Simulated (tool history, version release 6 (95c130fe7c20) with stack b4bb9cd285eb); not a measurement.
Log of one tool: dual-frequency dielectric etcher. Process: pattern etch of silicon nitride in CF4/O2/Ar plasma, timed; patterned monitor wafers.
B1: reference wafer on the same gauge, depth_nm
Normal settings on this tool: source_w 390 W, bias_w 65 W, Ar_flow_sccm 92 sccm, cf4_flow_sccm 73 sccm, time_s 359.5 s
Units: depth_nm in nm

Run 1, hour 0.0: usual settings but time_s 324.0 s; B1 618.1. Result: depth_nm 542.7 nm.
Run 2, hour 10.7: usual settings but time_s 324.0 s; B1 618.2. Result: depth_nm 541.1 nm.
Run 3, hour 18.5: usual settings; B1 618.3. Result: depth_nm 600.0 nm.
Run 4, hour 35.9: usual settings; B1 618.1. Result: depth_nm 605.6 nm.
At hour 44.4: source power generator calibrated.
At hour 64.0: wet clean of the chamber.
Run 5, hour 64.5: usual settings; B1 618.0. Result: depth_nm 585.7 nm.
Run 6, hour 65.0: usual settings; B1 617.9. Result: depth_nm 587.3 nm.
Run 7, hour 65.4: usual settings; B1 618.2. Result: depth_nm 590.4 nm.
At hour 85.3: Ar flow controller replaced.
Run 8, hour 85.8: usual settings but source_w 420 W, cf4_flow_sccm 88 sccm, time_s 462.5 s; B1 618.0. Result: depth_nm 802.5 nm.
Run 9, hour 102.6: usual settings but time_s 309.5 s; B1 617.7. Result: depth_nm 507.2 nm.
Run 10, hour 115.0: usual settings but source_w 450 W, Ar_flow_sccm 103 sccm, cf4_flow_sccm 56 sccm, time_s 433.0 s; B1 617.8. Result: depth_nm 733.0 nm.
At hour 137.7: bias power generator calibrated.
At hour 145.4: upper electrode replaced.
At hour 147.3: CF4 flow controller replaced.
Run 11, hour 152.1: usual settings but time_s 415.0 s; B1 618.2. Result: depth_nm 686.8 nm.
Run 12, hour 165.3: usual settings; B1 618.3. Result: depth_nm 592.6 nm.
Run 13, hour 172.9: usual settings; B1 618.1. Result: depth_nm 590.7 nm.
At hour 189.4: gauge calibrated.
Run 14, hour 190.8: usual settings but source_w 320 W, Ar_flow_sccm 81 sccm; B1 618.0. Result: depth_nm 548.9 nm.
Run 15, hour 202.5: usual settings but source_w 310 W, bias_w 59 W, cf4_flow_sccm 83 sccm, time_s 270.0 s; B1 618.0. Result: depth_nm 391.8 nm.
Run 16, hour 210.5: usual settings but bias_w 60 W, time_s 313.0 s; B1 617.7. Result: depth_nm 499.9 nm.
Run 17, hour 221.3: usual settings but time_s 458.5 s; B1 618.0. Result: depth_nm 757.6 nm.
Run 18, hour 231.1: usual settings; B1 618.2. Result: depth_nm 593.4 nm.
Run 19, hour 248.9: usual settings but bias_w 58 W, time_s 407.5 s; B1 618.4. Result: depth_nm 643.5 nm.
Run 20, hour 255.8: usual settings but bias_w 60 W, cf4_flow_sccm 80 sccm, time_s 291.0 s; B1 618.1. Result: depth_nm 469.5 nm.
Run 21, hour 264.9: usual settings; B1 618.0. Result: depth_nm 595.7 nm.
Run 22, hour 280.5: usual settings but source_w 310 W, bias_w 59 W, cf4_flow_sccm 83 sccm, time_s 270.0 s; B1 618.0. Result: depth_nm 390.3 nm.

Below are 3 alternative next runs, each starting from the tool's condition after run 22. Predict each:
Run A, hour 281.0: usual settings; B1 ?. Result: depth_nm ?.
Run B, hour 281.0: usual settings but source_w 450 W, Ar_flow_sccm 80 sccm, cf4_flow_sccm 88 sccm, time_s 322.0 s; B1 ?. Result: depth_nm ?.
Run C, hour 281.0: usual settings but source_w 310 W, cf4_flow_sccm 81 sccm, time_s 312.0 s; B1 ?. Result: depth_nm ?.

run     B1  depth_nm
  A  617.9     594.7
  B  617.9     591.4
  C  617.9     469.0
With no hidden state in the tool, these same runs would have given:
run  depth_nm
  A     581.3
  B     578.1
  C     458.5
